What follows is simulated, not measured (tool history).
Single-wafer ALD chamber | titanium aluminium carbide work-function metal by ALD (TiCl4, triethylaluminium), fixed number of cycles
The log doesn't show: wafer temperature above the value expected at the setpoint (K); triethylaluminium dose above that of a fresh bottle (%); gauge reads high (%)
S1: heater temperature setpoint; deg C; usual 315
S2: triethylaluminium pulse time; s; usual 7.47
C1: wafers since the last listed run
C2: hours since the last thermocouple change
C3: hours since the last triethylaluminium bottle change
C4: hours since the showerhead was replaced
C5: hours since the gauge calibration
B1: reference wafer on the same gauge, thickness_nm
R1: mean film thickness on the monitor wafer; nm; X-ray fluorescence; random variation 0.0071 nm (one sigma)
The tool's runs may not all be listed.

{"run": 1, "hour": 0.0, "S1": 307, "S2": 8.96, "C1": 0, "C2": 2483.4, "C3": 341.3, "C4": 3436.7, "C5": 249.2, "B1": 2, "R1": 2.164}
{"run": 2, "hour": 26.2, "S1": 311, "S2": 8.36, "C1": 498, "C2": 2509.6, "C3": 367.5, "C4": 3462.9, "C5": 275.4, "B1": 1.999, "R1": 2.182}
{"run": 3, "hour": 53.6, "S1": 315, "S2": 5.88, "C1": 521, "C2": 2537, "C3": 394.9, "C4": 3490.3, "C5": 302.8, "B1": 2, "R1": 2.005}
{"run": 4, "hour": 79.3, "S1": 319, "S2": 8.88, "C1": 489, "C2": 2562.7, "C3": 420.6, "C4": 3516, "C5": 328.5, "B1": 1.999, "R1": 2.257}
{"hour": 99.8, "done": "thermocouple changed; heater temperature recalibrated"}
{"run": 5, "hour": 111.0, "S1": 315, "S2": 7.47, "C1": 451, "C2": 11.2, "C3": 452.3, "C4": 3547.7, "C5": 360.2, "B1": 1.999, "R1": 2.195}
{"run": 6, "hour": 128.5, "S1": 315, "S2": 7.47, "C1": 333, "C2": 28.7, "C3": 469.8, "C4": 3565.2, "C5": 377.7, "B1": 2.002, "R1": 2.194}
{"run": 7, "hour": 149.6, "S1": 315, "S2": 7.47, "C1": 401, "C2": 49.8, "C3": 490.9, "C4": 3586.3, "C5": 398.8, "B1": 2, "R1": 2.197}
{"run": 8, "hour": 185.1, "S1": 315, "S2": 6.7, "C1": 675, "C2": 85.3, "C3": 526.4, "C4": 3621.8, "C5": 434.3, "B1": 1.999, "R1": 2.134}
{"run": 9, "hour": 207.9, "S1": 311, "S2": 5.03, "C1": 434, "C2": 108.1, "C3": 549.2, "C4": 3644.6, "C5": 457.1, "B1": 2, "R1": 1.893}
{"run": 10, "hour": 230.5, "S1": 311, "S2": 8.36, "C1": 430, "C2": 130.7, "C3": 571.8, "C4": 3667.2, "C5": 479.7, "B1": 2.002, "R1": 2.201}
{"run": 11, "hour": 265.5, "S1": 315, "S2": 7.47, "C1": 666, "C2": 165.7, "C3": 606.8, "C4": 3702.2, "C5": 514.7, "B1": 2, "R1": 2.206}
{"run": 12, "hour": 283.6, "S1": 321, "S2": 7.47, "C1": 344, "C2": 183.8, "C3": 624.9, "C4": 3720.3, "C5": 532.8, "B1": 2.002, "R1": 2.24}
{"run": 13, "hour": 306.8, "S1": 309, "S2": 10.18, "C1": 441, "C2": 207, "C3": 648.1, "C4": 3743.5, "C5": 556, "B1": 2, "R1": 2.27}
{"run": 14, "hour": 334.4, "S1": 303, "S2": 6.25, "C1": 525, "C2": 234.6, "C3": 675.7, "C4": 3771.1, "C5": 583.6, "B1": 1.999, "R1": 1.999}
{"run": 15, "hour": 349.7, "S1": 327, "S2": 9.43, "C1": 291, "C2": 249.9, "C3": 691, "C4": 3786.4, "C5": 598.9, "B1": 1.999, "R1": 2.404}
{"hour": 367.8, "done": "triethylaluminium bottle replaced"}
{"run": 16, "hour": 373.7, "S1": 308, "S2": 9.3, "C1": 304, "C2": 273.9, "C3": 5.9, "C4": 3810.4, "C5": 622.9, "B1": 2, "R1": 2.215}
{"run": 17, "hour": 385.8, "S1": 328, "S2": 6.05, "C1": 230, "C2": 286, "C3": 18, "C4": 3822.5, "C5": 635, "B1": 2.001, "R1": 2.165}
{"run": 18, "hour": 406.2, "S1": 306, "S2": 5.78, "C1": 388, "C2": 306.4, "C3": 38.4, "C4": 3842.9, "C5": 655.4, "B1": 2, "R1": 1.969}
{"run": 19, "hour": 420.9, "S1": 329, "S2": 10.36, "C1": 279, "C2": 321.1, "C3": 53.1, "C4": 3857.6, "C5": 670.1, "B1": 2.002, "R1": 2.43}
{"hour": 448.6, "done": "showerhead replaced"}
{"run": 20, "hour": 449.0, "S1": 315, "S2": 7.47, "C1": 382, "C2": 349.2, "C3": 81.2, "C4": 0.4, "C5": 698.2, "B1": 2.003, "R1": 2.2}
{"run": 21, "hour": 473.5, "S1": 315, "S2": 7.47, "C1": 466, "C2": 373.7, "C3": 105.7, "C4": 24.9, "C5": 722.7, "B1": 2.002, "R1": 2.189}
{"run": 22, "hour": 495.2, "S1": 309, "S2": 5.27, "C1": 413, "C2": 395.4, "C3": 127.4, "C4": 46.6, "C5": 744.4, "B1": 1.998, "R1": 1.912}
{"hour": 503.2, "done": "gauge calibrated"}
{"run": 23, "hour": 599.1, "S1": 322, "S2": 6.04, "C1": 1977, "C2": 499.3, "C3": 231.3, "C4": 150.5, "C5": 95.9, "B1": 2, "R1": 2.119}
{"run": 24, "hour": 624.2, "S1": 305, "S2": 5.14, "C1": 477, "C2": 524.4, "C3": 256.4, "C4": 175.6, "C5": 121, "B1": 2.001, "R1": 1.86}
{"run": 25, "hour": 653.2, "S1": 327, "S2": 5.97, "C1": 552, "C2": 553.4, "C3": 285.4, "C4": 204.6, "C5": 150, "B1": 2.002, "R1": 2.152}
{"run": 26, "hour": 685.9, "S1": 315, "S2": 7.47, "C1": 622, "C2": 586.1, "C3": 318.1, "C4": 237.3, "C5": 182.7, "B1": 1.999, "R1": 2.182}

The next listed run, before its measurement:
{"run": 27, "hour": 719.4, "S1": 327, "S2": 9.43, "C1": 637, "C2": 619.6, "C3": 351.6, "C4": 270.8, "C5": 216.2, "B1": "?", "R1": "?"}

B1: 2.001
R1: 2.378 nm
Without the tool's hidden state the same run would have given R1 2.382 nm.

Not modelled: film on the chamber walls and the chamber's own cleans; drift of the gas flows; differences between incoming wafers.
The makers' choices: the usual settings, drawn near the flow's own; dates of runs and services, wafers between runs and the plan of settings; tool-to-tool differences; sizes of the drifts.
